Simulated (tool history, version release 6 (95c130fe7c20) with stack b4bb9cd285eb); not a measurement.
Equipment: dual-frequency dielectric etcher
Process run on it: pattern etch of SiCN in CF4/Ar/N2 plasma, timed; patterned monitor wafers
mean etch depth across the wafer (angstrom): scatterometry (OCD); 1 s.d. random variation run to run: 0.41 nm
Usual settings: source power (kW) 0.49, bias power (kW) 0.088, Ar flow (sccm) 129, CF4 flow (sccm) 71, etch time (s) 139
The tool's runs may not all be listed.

run	hour	source power (kW)	bias power (kW)	Ar flow (sccm)	CF4 flow (sccm)	etch time (s)	wafers since the last listed run	hours since the last wet clean	hours since the last source power generator calibration	hours since the last bias power generator calibration	hours since the last Ar flow controller change	hours since the last CF4 flow controller change	hours since the last upper electrode change	hours since the gauge calibration	read-back reference wafer on the same gauge, depth_nm	mean etch depth across the wafer (angstrom)
1	0	0.41	0.088	129	71	166.5	0	241.5	446.3	687.8	1430.7	4908.2	547.5	1958.4	161.1	1399
2	38.5	0.58	0.071	141	71	139	286	280	484.8	726.3	1469.2	4946.7	586	1996.9	161.1	1443
3	90.4	0.54	0.088	105	71	171	386	331.9	536.7	778.2	1521.1	4998.6	637.9	2048.8	160.9	1918
4	139	0.38	0.088	138	71	139	362	380.5	585.3	826.8	1569.7	5047.2	686.5	2097.4	161.1	1070
5	230.5	0.49	0.088	129	71	139	681	472	676.8	918.3	1661.2	5138.7	778	2188.9	161	1375
6	284.6	0.49	0.088	129	81	122	403	526.1	730.9	972.4	1715.3	5192.8	832.1	2243	160.9	1233
# hour 315.3: gauge calibrated
# hour 355.7: CF4 flow controller replaced
7	368.1	0.49	0.066	111	88	109	577	609.6	814.4	1055.9	1798.8	12.4	915.6	52.8	161.1	1041
# hour 411.7: wet clean of the chamber
8	463.8	0.43	0.088	129	82	139	534	52.1	910.1	1151.6	1894.5	108.1	1011.3	148.5	161.1	1254
9	527.6	0.44	0.088	140	63	139	475	115.9	973.9	1215.4	1958.3	171.9	1075.1	212.3	161	1200
# hour 541.7: Ar flow controller replaced
10	610	0.49	0.088	129	83	139	569	198.3	1056.3	1297.8	68.3	254.3	1157.5	294.7	161.3	1417
11	675.7	0.49	0.088	129	61	139	489	264	1122	1363.5	134	320	1223.2	360.4	161	1332
12	735.6	0.49	0.088	129	71	139	446	323.9	1181.9	1423.4	193.9	379.9	1283.1	420.3	161.2	1373
13	837.9	0.49	0.071	129	71	139	762	426.2	1284.2	1525.7	296.2	482.2	1385.4	522.6	161.1	1262
14	882.5	0.49	0.088	129	85	100	332	470.8	1328.8	1570.3	340.8	526.8	1430	567.2	160.9	1012
15	924.7	0.49	0.088	129	71	116	314	513	1371	1612.5	383	569	1472.2	609.4	160.9	1147
16	1024.6	0.49	0.088	129	67	110	744	612.9	1470.9	1712.4	482.9	668.9	1572.1	709.3	161	1079
17	1069.4	0.49	0.088	129	71	139	333	657.7	1515.7	1757.2	527.7	713.7	1616.9	754.1	161	1373
# hour 1134.3: wet clean of the chamber
18	1135.5	0.44	0.088	147	79	139	313	1.2	1581.8	1823.3	593.8	779.8	1683	820.2	160.9	1241
19	1235.4	0.49	0.088	129	78	139	744	101.1	1681.7	1923.2	693.7	879.7	1782.9	920.1	161.3	1398
20	1286.7	0.49	0.078	141	71	139	382	152.4	1733	1974.5	745	931	1834.2	971.4	160.9	1289
21	1349.2	0.49	0.088	129	81	122	465	214.9	1795.5	2037	807.5	993.5	1896.7	1033.9	161	1233
22	1446.3	0.49	0.088	129	71	139	723	312	1892.6	2134.1	904.6	1090.6	1993.8	1131	161.1	1367

3 options for the next run, each taken on its own from the tool as it stands now. Forecast them:
A	1446.8	0.49	0.088	129	86	139	3	312.5	1893.1	2134.6	905.1	1091.1	1994.3	1131.5	?	?
B	1446.8	0.56	0.11	119	81	139	3	312.5	1893.1	2134.6	905.1	1091.1	1994.3	1131.5	?	?
C	1446.8	0.49	0.088	129	71	112.5	3	312.5	1893.1	2134.6	905.1	1091.1	1994.3	1131.5	?	?

run	read-back reference wafer on the same gauge, depth_nm	mean etch depth across the wafer (angstrom)
A	161.1	1416
B	161.1	1746
C	161.1	1108
With no hidden state in the tool, these same runs would have given:
run	mean etch depth across the wafer (angstrom)
A	1416
B	1746
C	1108
